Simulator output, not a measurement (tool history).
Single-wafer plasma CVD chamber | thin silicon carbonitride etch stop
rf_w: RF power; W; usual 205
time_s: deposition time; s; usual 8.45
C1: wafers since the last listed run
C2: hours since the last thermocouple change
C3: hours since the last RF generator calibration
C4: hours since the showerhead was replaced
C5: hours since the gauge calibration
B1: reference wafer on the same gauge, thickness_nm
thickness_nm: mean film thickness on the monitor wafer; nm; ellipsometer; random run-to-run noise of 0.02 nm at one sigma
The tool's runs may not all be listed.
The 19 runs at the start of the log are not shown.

Run 20, hour 509.7: usual settings but rf_w 185 W, time_s 7.82 s; C1 203; C2 367.7; C3 108.1; C4 104.1; C5 201.8; B1 4.592. Result: thickness_nm 4.449 nm.
Run 21, hour 539.9: usual settings but rf_w 220 W, time_s 9.23 s; C1 512; C2 397.9; C3 138.3; C4 134.3; C5 232; B1 4.599. Result: thickness_nm 5.581 nm.
Run 22, hour 553.6: usual settings; C1 232; C2 411.6; C3 152; C4 148; C5 245.7; B1 4.589. Result: thickness_nm 4.994 nm.
Run 23, hour 572.5: usual settings; C1 320; C2 430.5; C3 170.9; C4 166.9; C5 264.6; B1 4.585. Result: thickness_nm 4.991 nm.
Run 24, hour 600.1: usual settings but rf_w 190 W, time_s 9.3 s; C1 468; C2 458.1; C3 198.5; C4 194.5; C5 292.2; B1 4.593. Result: thickness_nm 5.34 nm.
Run 25, hour 649.5: usual settings but time_s 8.95 s; C1 838; C2 507.5; C3 247.9; C4 243.9; C5 341.6; B1 4.59. Result: thickness_nm 5.292 nm.
Run 26, hour 674.5: usual settings but rf_w 230 W, time_s 6.96 s; C1 424; C2 532.5; C3 272.9; C4 268.9; C5 366.6; B1 4.59. Result: thickness_nm 4.288 nm.
Run 27, hour 709: usual settings but rf_w 230 W, time_s 9.92 s; C1 585; C2 567; C3 307.4; C4 303.4; C5 401.1; B1 4.586. Result: thickness_nm 6.085 nm.
Run 28, hour 742.3: usual settings; C1 565; C2 600.3; C3 340.7; C4 336.7; C5 434.4; B1 4.593. Result: thickness_nm 4.968 nm.
Run 29, hour 762.1: usual settings but rf_w 180 W, time_s 7.96 s; C1 336; C2 620.1; C3 360.5; C4 356.5; C5 454.2; B1 4.592. Result: thickness_nm 4.493 nm.
Run 30, hour 791.4: usual settings; C1 497; C2 649.4; C3 389.8; C4 385.8; C5 483.5; B1 4.595. Result: thickness_nm 5 nm.
Run 31, hour 807: usual settings but rf_w 220 W, time_s 7.59 s; C1 264; C2 665; C3 405.4; C4 401.4; C5 499.1; B1 4.591. Result: thickness_nm 4.573 nm.
Run 32, hour 827.8: usual settings but rf_w 215 W, time_s 7.94 s; C1 353; C2 685.8; C3 426.2; C4 422.2; C5 519.9; B1 4.586. Result: thickness_nm 4.758 nm.
Run 33, hour 860.8: usual settings but time_s 8.87 s; C1 560; C2 718.8; C3 459.2; C4 455.2; C5 552.9; B1 4.582. Result: thickness_nm 5.204 nm.
Run 34, hour 881.2: usual settings but rf_w 240 W, time_s 9.66 s; C1 346; C2 739.2; C3 479.6; C4 475.6; C5 573.3; B1 4.59. Result: thickness_nm 6.026 nm.

What does the tool deliver on the next run?
Run 35, hour 901.4: usual settings; C1 342; C2 759.4; C3 499.8; C4 495.8; C5 593.5; B1 ?. Result: thickness_nm ?.

{"run 35": {"B1": 4.594, "thickness_nm": 4.956}}
Were there no unlogged condition in the tool, this run, its random variation unchanged, would have produced thickness_nm 5.015 nm.
